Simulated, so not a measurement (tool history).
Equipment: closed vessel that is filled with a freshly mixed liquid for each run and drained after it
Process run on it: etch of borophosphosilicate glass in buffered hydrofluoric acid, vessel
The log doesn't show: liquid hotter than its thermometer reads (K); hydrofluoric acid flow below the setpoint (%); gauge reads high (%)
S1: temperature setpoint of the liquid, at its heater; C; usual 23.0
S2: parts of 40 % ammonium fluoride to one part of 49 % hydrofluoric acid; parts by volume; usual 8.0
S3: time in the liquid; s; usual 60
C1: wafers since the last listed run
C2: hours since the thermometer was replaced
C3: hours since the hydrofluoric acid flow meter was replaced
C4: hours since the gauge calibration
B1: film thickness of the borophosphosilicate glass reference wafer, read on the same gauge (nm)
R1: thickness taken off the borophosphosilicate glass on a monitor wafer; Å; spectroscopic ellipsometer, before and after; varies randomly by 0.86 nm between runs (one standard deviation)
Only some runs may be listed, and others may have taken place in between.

| run | hour | S1 | S2 | S3 | C1 | C2 | C3 | C4 | B1 | R1 |
|---|---|---|---|---|---|---|---|---|---|---|
| 1 | 0.0 | 23.0 | 10.0 | 60 | 0 | 457.4 | 1268.0 | 140.9 | 129.99 | 1351.4 |
| 2 | 16.6 | 23.0 | 10.0 | 60 | 1707 | 474.0 | 1284.6 | 157.5 | 129.99 | 1366.6 |
| 3 | 24.6 | 23.0 | 10.0 | 60 | 823 | 482.0 | 1292.6 | 165.5 | 129.99 | 1377.7 |
| 4 | 32.7 | 20.0 | 8.0 | 60 | 833 | 490.1 | 1300.7 | 173.6 | 130.01 | 1422.1 |
| 5 | 40.9 | 23.0 | 8.0 | 60 | 843 | 498.3 | 1308.9 | 181.8 | 130.01 | 1668.5 |
| 6 | 53.6 | 23.0 | 8.0 | 60 | 1306 | 511.0 | 1321.6 | 194.5 | 130.01 | 1682.0 |
| 7 | 65.7 | 23.0 | 8.0 | 60 | 1244 | 523.1 | 1333.7 | 206.6 | 129.97 | 1686.4 |
| 8 | 77.3 | 23.0 | 8.0 | 60 | 1193 | 534.7 | 1345.3 | 218.2 | 130.01 | 1703.2 |
| 9 | 89.2 | 20.0 | 8.0 | 45 | 1224 | 546.6 | 1357.2 | 230.1 | 130.00 | 1075.2 |
| 10 | 102.1 | 20.0 | 8.0 | 45 | 1327 | 559.5 | 1370.1 | 243.0 | 130.00 | 1077.6 |
| 11 | 110.4 | 23.0 | 8.0 | 60 | 853 | 567.8 | 1378.4 | 251.3 | 130.00 | 1698.1 |
| 12 | 124.8 | 23.0 | 8.0 | 60 | 1481 | 582.2 | 1392.8 | 265.7 | 129.99 | 1693.4 |
| 13 | 142.7 | 23.0 | 8.0 | 60 | 1841 | 600.1 | 1410.7 | 283.6 | 129.98 | 1698.3 |
| 14 | 153.1 | 23.0 | 8.0 | 60 | 1069 | 610.5 | 1421.1 | 294.0 | 129.98 | 1698.4 |
|  | 153.7 | gauge calibrated |
| 15 | 164.0 | 23.0 | 8.0 | 60 | 1121 | 621.4 | 1432.0 | 10.3 | 130.00 | 1720.3 |
| 16 | 190.3 | 23.0 | 8.0 | 60 | 2705 | 647.7 | 1458.3 | 36.6 | 130.02 | 1727.3 |
| 17 | 200.1 | 23.0 | 10.5 | 85 | 1008 | 657.5 | 1468.1 | 46.4 | 130.01 | 1904.7 |
| 18 | 212.8 | 20.0 | 5.5 | 30 | 1306 | 670.2 | 1480.8 | 59.1 | 130.01 | 1052.8 |
| 19 | 228.2 | 26.5 | 10.5 | 80 | 1584 | 685.6 | 1496.2 | 74.5 | 129.99 | 2185.1 |
| 20 | 244.4 | 25.0 | 5.5 | 30 | 1666 | 701.8 | 1512.4 | 90.7 | 130.02 | 1381.8 |
|  | 249.7 | hydrofluoric acid flow meter replaced |
| 21 | 256.7 | 25.5 | 10.0 | 35 | 1162 | 714.1 | 7.0 | 103.0 | 130.01 | 941.9 |
| 22 | 264.2 | 23.0 | 9.5 | 60 | 771 | 721.6 | 14.5 | 110.5 | 129.99 | 1471.1 |
| 23 | 279.9 | 20.5 | 8.0 | 40 | 1615 | 737.3 | 30.2 | 126.2 | 130.00 | 1014.6 |
|  | 295.0 | thermometer replaced |
| 24 | 306.2 | 28.0 | 8.0 | 60 | 2602 | 11.2 | 56.5 | 152.5 | 130.01 | 2013.0 |
| 25 | 317.7 | 23.0 | 8.0 | 60 | 1183 | 22.7 | 68.0 | 164.0 | 130.03 | 1539.5 |
| 26 | 330.4 | 23.0 | 8.0 | 60 | 1306 | 35.4 | 80.7 | 176.7 | 129.99 | 1542.5 |
| 27 | 341.5 | 27.5 | 6.5 | 60 | 1141 | 46.5 | 91.8 | 187.8 | 129.99 | 2413.8 |
| 28 | 348.7 | 23.0 | 8.0 | 60 | 740 | 53.7 | 99.0 | 195.0 | 130.01 | 1534.7 |
| 29 | 356.4 | 23.0 | 8.0 | 60 | 792 | 61.4 | 106.7 | 202.7 | 129.99 | 1546.0 |
| 30 | 369.4 | 19.5 | 9.5 | 85 | 1337 | 74.4 | 119.7 | 215.7 | 130.01 | 1550.3 |
| 31 | 375.5 | 20.5 | 9.0 | 30 | 627 | 80.5 | 125.8 | 221.8 | 129.99 | 598.0 |
| 32 | 392.0 | 27.5 | 6.5 | 60 | 1697 | 97.0 | 142.3 | 238.3 | 129.99 | 2458.8 |

How the hidden state differs across the entries between the runs, from the last listed run before each to the first after it:
In the gap between runs 14 and 15: gauge calibrated (hour 153.7)
  liquid hotter than its thermometer reads (K): 1.99 -> 2.03
  measured minus no-state result, R1: +172.4 -> +178.0 Å
In the gap between runs 20 and 21: hydrofluoric acid flow meter replaced (hour 249.7)
  liquid hotter than its thermometer reads (K): 2.28 -> 2.31
  measured minus no-state result, R1: +156.9 -> +108.6 Å
In the gap between runs 23 and 24: thermometer replaced (hour 295.0)
  liquid hotter than its thermometer reads (K): 2.39 -> 0.046
  measured minus no-state result, R1: +124.1 -> +5.2 Å
